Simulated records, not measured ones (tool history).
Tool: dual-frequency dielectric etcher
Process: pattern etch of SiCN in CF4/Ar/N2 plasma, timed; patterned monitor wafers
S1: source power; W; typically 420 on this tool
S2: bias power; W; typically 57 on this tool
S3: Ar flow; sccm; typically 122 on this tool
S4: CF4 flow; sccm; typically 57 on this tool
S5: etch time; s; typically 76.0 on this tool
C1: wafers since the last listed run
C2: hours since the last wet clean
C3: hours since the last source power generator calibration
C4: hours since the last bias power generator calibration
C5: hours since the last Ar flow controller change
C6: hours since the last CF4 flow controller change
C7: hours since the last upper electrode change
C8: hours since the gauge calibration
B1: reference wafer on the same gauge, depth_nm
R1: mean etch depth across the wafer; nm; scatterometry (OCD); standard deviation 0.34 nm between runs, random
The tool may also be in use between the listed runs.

Run 1, hour 0.0: usual settings but S2 48 W, S3 152 sccm; C1 0; C2 108.6; C3 4474.1; C4 435.3; C5 594.9; C6 152.5; C7 601.7; C8 2205.7; B1 55.6. Result: R1 52.0 nm.
Run 2, hour 31.8: usual settings but S4 63 sccm; C1 267; C2 140.4; C3 4505.9; C4 467.1; C5 626.7; C6 184.3; C7 633.5; C8 2237.5; B1 55.6. Result: R1 61.4 nm.
Run 3, hour 98.7: usual settings but S3 142 sccm, S5 65.0 s; C1 563; C2 207.3; C3 4572.8; C4 534.0; C5 693.6; C6 251.2; C7 700.4; C8 2304.4; B1 55.6. Result: R1 49.0 nm.
Run 4, hour 164.7: usual settings but S2 69 W, S3 138 sccm; C1 555; C2 273.3; C3 4638.8; C4 600.0; C5 759.6; C6 317.2; C7 766.4; C8 2370.4; B1 55.7. Result: R1 64.4 nm.
Run 5, hour 198.1: usual settings but S5 93.5 s; C1 281; C2 306.7; C3 4672.2; C4 633.4; C5 793.0; C6 350.6; C7 799.8; C8 2403.8; B1 55.6. Result: R1 73.7 nm.
At hour 200.6: gauge calibrated.
Run 6, hour 233.4: usual settings but S2 48 W, S3 114 sccm; C1 297; C2 342.0; C3 4707.5; C4 668.7; C5 828.3; C6 385.9; C7 835.1; C8 32.8; B1 55.6. Result: R1 56.4 nm.
Run 7, hour 266.3: usual settings; C1 277; C2 374.9; C3 4740.4; C4 701.6; C5 861.2; C6 418.8; C7 868.0; C8 65.7; B1 55.6. Result: R1 60.6 nm.
Run 8, hour 319.4: usual settings; C1 447; C2 428.0; C3 4793.5; C4 754.7; C5 914.3; C6 471.9; C7 921.1; C8 118.8; B1 55.6. Result: R1 60.3 nm.
At hour 362.0: wet clean of the chamber.
Run 9, hour 374.3: usual settings but S2 61 W, S3 144 sccm; C1 260; C2 12.3; C3 4848.4; C4 809.6; C5 969.2; C6 526.8; C7 976.0; C8 173.7; B1 55.7. Result: R1 59.4 nm.
Run 10, hour 400.0: usual settings but S5 54.0 s; C1 216; C2 38.0; C3 4874.1; C4 835.3; C5 994.9; C6 552.5; C7 1001.7; C8 199.4; B1 55.6. Result: R1 42.3 nm.
Run 11, hour 460.4: usual settings; C1 508; C2 98.4; C3 4934.5; C4 895.7; C5 1055.3; C6 612.9; C7 1062.1; C8 259.8; B1 55.7. Result: R1 60.1 nm.
At hour 541.3: source power generator calibrated.
Run 12, hour 623.5: usual settings but S1 470 W, S2 71 W, S3 99 sccm, S4 45 sccm; C1 1340; C2 261.5; C3 82.2; C4 1058.8; C5 1218.4; C6 776.0; C7 1225.2; C8 422.9; B1 55.6. Result: R1 75.2 nm.
Run 13, hour 681.8: usual settings but S1 370 W, S2 65 W, S5 99.0 s; C1 491; C2 319.8; C3 140.5; C4 1117.1; C5 1276.7; C6 834.3; C7 1283.5; C8 481.2; B1 55.6. Result: R1 66.3 nm.
Run 14, hour 727.2: usual settings but S2 52 W, S4 70 sccm; C1 382; C2 365.2; C3 185.9; C4 1162.5; C5 1322.1; C6 879.7; C7 1328.9; C8 526.6; B1 55.6. Result: R1 55.6 nm.
Run 15, hour 762.5: usual settings but S1 340 W; C1 297; C2 400.5; C3 221.2; C4 1197.8; C5 1357.4; C6 915.0; C7 1364.2; C8 561.9; B1 55.6. Result: R1 42.5 nm.
At hour 841.6: wet clean of the chamber.
Run 16, hour 842.1: usual settings; C1 468; C2 0.5; C3 300.8; C4 1277.4; C5 1437.0; C6 994.6; C7 1443.8; C8 641.5; B1 55.6. Result: R1 57.3 nm.
Run 17, hour 881.4: usual settings but S1 380 W, S2 52 W, S4 45 sccm, S5 91.5 s; C1 331; C2 39.8; C3 340.1; C4 1316.7; C5 1476.3; C6 1033.9; C7 1483.1; C8 680.8; B1 55.6. Result: R1 55.2 nm.
Run 18, hour 906.7: usual settings; C1 213; C2 65.1; C3 365.4; C4 1342.0; C5 1501.6; C6 1059.2; C7 1508.4; C8 706.1; B1 55.5. Result: R1 57.1 nm.
Run 19, hour 931.0: usual settings but S2 61 W, S5 56.0 s; C1 204; C2 89.4; C3 389.7; C4 1366.3; C5 1525.9; C6 1083.5; C7 1532.7; C8 730.4; B1 55.6. Result: R1 43.4 nm.
Run 20, hour 991.0: usual settings but S2 65 W; C1 505; C2 149.4; C3 449.7; C4 1426.3; C5 1585.9; C6 1143.5; C7 1592.7; C8 790.4; B1 55.6. Result: R1 60.6 nm.
Run 21, hour 1044.0: usual settings but S2 70 W, S3 112 sccm; C1 446; C2 202.4; C3 502.7; C4 1479.3; C5 1638.9; C6 1196.5; C7 1645.7; C8 843.4; B1 55.5. Result: R1 65.4 nm.

Below are 4 alternative next runs, each starting from the tool's condition after run 21. Predict each:
Run A, hour 1044.4: usual settings but S3 109 sccm; C1 3; C2 202.8; C3 503.1; C4 1479.7; C5 1639.3; C6 1196.9; C7 1646.1; C8 843.8; B1 ?. Result: R1 ?.
Run B, hour 1044.4: usual settings but S1 470 W; C1 3; C2 202.8; C3 503.1; C4 1479.7; C5 1639.3; C6 1196.9; C7 1646.1; C8 843.8; B1 ?. Result: R1 ?.
Run C, hour 1044.4: usual settings but S1 500 W, S2 52 W, S4 49 sccm; C1 3; C2 202.8; C3 503.1; C4 1479.7; C5 1639.3; C6 1196.9; C7 1646.1; C8 843.8; B1 ?. Result: R1 ?.
Run D, hour 1044.4: usual settings but S4 71 sccm, S5 56.0 s; C1 3; C2 202.8; C3 503.1; C4 1479.7; C5 1639.3; C6 1196.9; C7 1646.1; C8 843.8; B1 ?. Result: R1 ?.

run    B1    R1
  A  55.6  59.6
  B  55.6  66.8
  C  55.6  67.0
  D  55.6  44.1
Without the tool's hidden state the same runs would have given:
run    R1
  A  58.8
  B  65.9
  C  66.0
  D  43.4
